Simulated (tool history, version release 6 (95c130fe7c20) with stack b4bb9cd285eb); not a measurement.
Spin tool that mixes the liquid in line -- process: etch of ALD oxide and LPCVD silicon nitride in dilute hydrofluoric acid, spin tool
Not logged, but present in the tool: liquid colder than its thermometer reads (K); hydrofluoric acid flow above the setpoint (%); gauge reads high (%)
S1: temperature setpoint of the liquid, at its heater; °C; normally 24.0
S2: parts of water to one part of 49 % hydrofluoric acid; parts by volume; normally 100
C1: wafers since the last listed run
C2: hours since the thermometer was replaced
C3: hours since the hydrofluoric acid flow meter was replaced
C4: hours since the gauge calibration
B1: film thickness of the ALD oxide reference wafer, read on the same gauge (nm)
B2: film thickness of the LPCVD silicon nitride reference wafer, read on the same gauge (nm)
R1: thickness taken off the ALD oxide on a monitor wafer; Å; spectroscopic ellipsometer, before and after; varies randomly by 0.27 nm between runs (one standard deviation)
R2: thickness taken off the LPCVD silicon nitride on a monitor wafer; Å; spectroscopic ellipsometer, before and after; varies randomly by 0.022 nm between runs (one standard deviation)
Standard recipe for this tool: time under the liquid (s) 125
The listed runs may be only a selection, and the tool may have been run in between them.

Run 1, hour 0.0: usual settings but S1 25.5 °C; C1 0; C2 2447.7; C3 286.4; C4 501.0; B1 30.01; B2 120.014. Result: R1 279.2 Å, R2 4.69 Å.
Run 2, hour 10.1: usual settings but S1 25.5 °C; C1 92; C2 2457.8; C3 296.5; C4 511.1; B1 30.04; B2 120.001. Result: R1 283.5 Å, R2 5.06 Å.
Run 3, hour 21.6: usual settings but S1 29.0 °C; C1 105; C2 2469.3; C3 308.0; C4 522.6; B1 30.01; B2 120.005. Result: R1 326.5 Å, R2 5.60 Å.
Run 4, hour 37.7: usual settings; C1 148; C2 2485.4; C3 324.1; C4 538.7; B1 30.03; B2 119.978. Result: R1 271.5 Å, R2 4.38 Å.
Run 5, hour 50.2: usual settings but S2 85 parts by volume; C1 115; C2 2497.9; C3 336.6; C4 551.2; B1 29.97; B2 119.990. Result: R1 322.1 Å, R2 5.06 Å.
Run 6, hour 63.5: usual settings but S1 21.5 °C, S2 55 parts by volume, time under the liquid (s) 160; C1 122; C2 2511.2; C3 349.9; C4 564.5; B1 29.97; B2 119.995. Result: R1 598.8 Å, R2 8.49 Å.
Run 7, hour 85.0: usual settings but S1 27.5 °C, S2 55 parts by volume; C1 197; C2 2532.7; C3 371.4; C4 586.0; B1 29.97; B2 119.982. Result: R1 592.0 Å, R2 9.93 Å.
Run 8, hour 113.3: usual settings but S1 20.0 °C, S2 130 parts by volume, time under the liquid (s) 80; C1 260; C2 2561.0; C3 399.7; C4 614.3; B1 29.97; B2 120.008. Result: R1 108.1 Å, R2 1.55 Å.
Run 9, hour 122.4: usual settings; C1 83; C2 2570.1; C3 408.8; C4 623.4; B1 29.98; B2 119.990. Result: R1 267.3 Å, R2 4.33 Å.
At hour 124.5: thermometer replaced.
Run 10, hour 140.1: usual settings; C1 153; C2 15.6; C3 426.5; C4 641.1; B1 29.93; B2 119.998. Result: R1 294.7 Å, R2 5.29 Å.
Run 11, hour 149.3: usual settings but time under the liquid (s) 190; C1 84; C2 24.8; C3 435.7; C4 650.3; B1 30.04; B2 120.012. Result: R1 442.8 Å, R2 7.37 Å.
Run 12, hour 164.6: usual settings but S1 22.0 °C, S2 125 parts by volume, time under the liquid (s) 105; C1 140; C2 40.1; C3 451.0; C4 665.6; B1 30.03; B2 120.023. Result: R1 176.7 Å, R2 2.86 Å.
Run 13, hour 171.4: usual settings; C1 62; C2 46.9; C3 457.8; C4 672.4; B1 30.00; B2 119.984. Result: R1 294.6 Å, R2 4.78 Å.
At hour 182.7: hydrofluoric acid flow meter replaced.
Run 14, hour 183.1: usual settings but time under the liquid (s) 80; C1 98; C2 58.6; C3 0.4; C4 684.1; B1 30.00; B2 120.016. Result: R1 186.3 Å, R2 3.22 Å.
At hour 190.4: gauge calibrated.
Run 15, hour 190.8: usual settings but S2 120 parts by volume, time under the liquid (s) 70; C1 70; C2 66.3; C3 8.1; C4 0.4; B1 30.01; B2 119.992. Result: R1 133.6 Å, R2 2.26 Å.
Run 16, hour 208.6: usual settings but S1 19.5 °C, time under the liquid (s) 90; C1 163; C2 84.1; C3 25.9; C4 18.2; B1 29.98; B2 120.000. Result: R1 177.2 Å, R2 2.77 Å.
Run 17, hour 245.9: usual settings; C1 343; C2 121.4; C3 63.2; C4 55.5; B1 30.01; B2 119.983. Result: R1 291.1 Å, R2 4.98 Å.
Run 18, hour 257.1: usual settings but S1 22.0 °C, S2 120 parts by volume, time under the liquid (s) 80; C1 103; C2 132.6; C3 74.4; C4 66.7; B1 29.98; B2 120.000. Result: R1 140.1 Å, R2 2.33 Å.
Run 19, hour 270.3: usual settings but S1 26.0 °C, time under the liquid (s) 90; C1 121; C2 145.8; C3 87.6; C4 79.9; B1 29.97; B2 119.979. Result: R1 230.4 Å, R2 3.98 Å.
Run 20, hour 282.6: usual settings but S2 125 parts by volume, time under the liquid (s) 195; C1 113; C2 158.1; C3 99.9; C4 92.2; B1 30.01; B2 120.015. Result: R1 354.8 Å, R2 6.33 Å.
Run 21, hour 299.2: usual settings but S1 21.0 °C, S2 80 parts by volume, time under the liquid (s) 60; C1 152; C2 174.7; C3 116.5; C4 108.8; B1 29.99; B2 119.967. Result: R1 158.8 Å, R2 2.52 Å.
Run 22, hour 316.6: usual settings but S1 19.5 °C, time under the liquid (s) 90; C1 160; C2 192.1; C3 133.9; C4 126.2; B1 29.96; B2 120.004. Result: R1 174.9 Å, R2 2.79 Å.
Run 23, hour 331.6: usual settings but S1 19.5 °C, S2 60 parts by volume; C1 138; C2 207.1; C3 148.9; C4 141.2; B1 30.00; B2 119.986. Result: R1 419.2 Å, R2 5.85 Å.
Run 24, hour 377.1: usual settings but S2 120 parts by volume; C1 418; C2 252.6; C3 194.4; C4 186.7; B1 30.03; B2 120.005. Result: R1 238.7 Å, R2 4.17 Å.
Run 25, hour 387.0: usual settings but S1 26.5 °C, S2 135 parts by volume, time under the liquid (s) 85; C1 91; C2 262.5; C3 204.3; C4 196.6; B1 30.03; B2 120.001. Result: R1 154.1 Å, R2 2.95 Å.

Branching from run 25: 5 alternative next runs. What would each branch give?
Run A, hour 387.5: usual settings but S2 60 parts by volume; C1 4; C2 263.0; C3 204.8; C4 197.1; B1 ?; B2 ?. Result: R1 ?, R2 ?.
Run B, hour 387.5: usual settings but S1 21.0 °C; C1 4; C2 263.0; C3 204.8; C4 197.1; B1 ?; B2 ?. Result: R1 ?, R2 ?.
Run C, hour 387.5: usual settings but S1 27.5 °C, S2 145 parts by volume; C1 4; C2 263.0; C3 204.8; C4 197.1; B1 ?; B2 ?. Result: R1 ?, R2 ?.
Run D, hour 387.5: usual settings but S1 20.0 °C, S2 135 parts by volume, time under the liquid (s) 85; C1 4; C2 263.0; C3 204.8; C4 197.1; B1 ?; B2 ?. Result: R1 ?, R2 ?.
Run E, hour 387.5: usual settings but S2 145 parts by volume; C1 4; C2 263.0; C3 204.8; C4 197.1; B1 ?; B2 ?. Result: R1 ?, R2 ?.

run     B1       B2     R1    R2
  A  29.96  120.016  512.7  8.44
  B  29.96  120.016  259.2  4.18
  C  29.96  120.016  218.7  4.43
  D  29.96  120.016  120.7  1.98
  E  29.96  120.016  191.5  3.54
Without the tool's hidden state the same runs would have given:
run     R1    R2
  A  527.1  8.83
  B  266.5  4.37
  C  224.3  4.62
  D  124.1  2.07
  E  196.5  3.70
